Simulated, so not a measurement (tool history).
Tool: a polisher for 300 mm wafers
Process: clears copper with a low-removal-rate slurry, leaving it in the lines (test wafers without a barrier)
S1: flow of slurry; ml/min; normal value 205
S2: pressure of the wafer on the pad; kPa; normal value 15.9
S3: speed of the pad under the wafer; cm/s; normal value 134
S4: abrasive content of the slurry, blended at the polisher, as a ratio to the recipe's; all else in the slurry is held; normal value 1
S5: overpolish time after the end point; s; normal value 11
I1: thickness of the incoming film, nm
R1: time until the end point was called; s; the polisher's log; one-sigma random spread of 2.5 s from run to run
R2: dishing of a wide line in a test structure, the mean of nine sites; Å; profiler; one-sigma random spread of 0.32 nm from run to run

run   hour   S1    S2   S3    S4  S5     I1     R1   R2
  1      0  155  15.9  134     1  11  469.8  152.6  204
  2   14.5  205  14.5  134     1  11  476.3  157.9  192
  3   25.9  205  14.5  134     1  11  473.3  156.1  198
  4   32.9  205  15.9  134     1  11  473.5  148.2  207
  5   48.9  205  15.9  134     1  11  473.9  148.2  211
        52  -- slurry nozzle cleaned
  6   56.8  205  15.9  134     1  11  462.9  137.4  207
  7   63.7  205  15.9  134     1  11  473.1  148.8  210
      72.4  -- slurry blender recalibrated
  8     81  205  15.9  134   0.9  11  474.9    151  198
  9   98.5  205  15.9  134     1  11    476  155.1  211
 10  111.5  205  15.9  134     1  11  469.7  153.1  206
 11  121.5  205  15.9  134     1  11  480.4  156.9  200
     135.5  -- worn pad replaced by a new one, of another model than before
 12    136  225  15.9  134  0.75  11  475.6  151.8  206
     139.5  -- head pressure recalibrated
 13  150.6  205  17.9  134   0.7   7  477.2  150.8  148
 14  164.2  205  15.9  160     1   7    469  127.8  170
 15  180.8  205    20  134  1.25  11  461.9  123.9  241
 16    188  180  15.9  116     1  13  465.3  162.1  219
 17    232  205  19.3  134   0.8   9  470.5  143.4  184
 18    246  160  19.3  134  0.75   8  468.4  152.2  160
 19  252.6  140  13.8  168     1  18  464.3  155.9  280
 20  263.3  165  11.7  134  0.75   7  465.9  202.9  109
 21    272  205  13.8  108   0.9  11  471.4  196.3  162
     277.3  -- worn pad replaced by a new one
 22  282.7  260  15.9  134   0.9  11  471.4  147.6  214
     288.6  -- slurry blender recalibrated
 23  323.8  205  18.6  134     1  11  472.6  138.5  228
 24  337.8  205  18.6  134     1  11    477  134.4  224
 25    353  255  15.9  174  0.85  15  470.9    119  295
 26  393.4  205  15.9  134     1  11  468.2  152.9  200
 27  401.4  165    11   94     1   5  466.5  247.3   69
 28  415.7  205  15.9  134     1  11  479.9  163.9  198
     425.2  -- worn pad replaced by a new one
 29  433.4  205  13.1  134     1  11  470.4  160.2  200

3 options for the next run, each taken on its own from the tool as it stands now. Forecast them:
  A  433.9  205  15.9  134     1  11  475.7   ?   ?
  B  433.9  235  15.9  134     1  11  475.7   ?   ?
  C  433.9  205  15.9  134  0.75  11  475.7   ?   ?

run     R1   R2
  A  147.2  209
  B    144  213
  C  156.4  200
Take away the tool's hidden state, keep each run's random variation, and the runs would have read:
run     R1   R2
  A  145.3  212
  B    142  215
  C  154.3  202
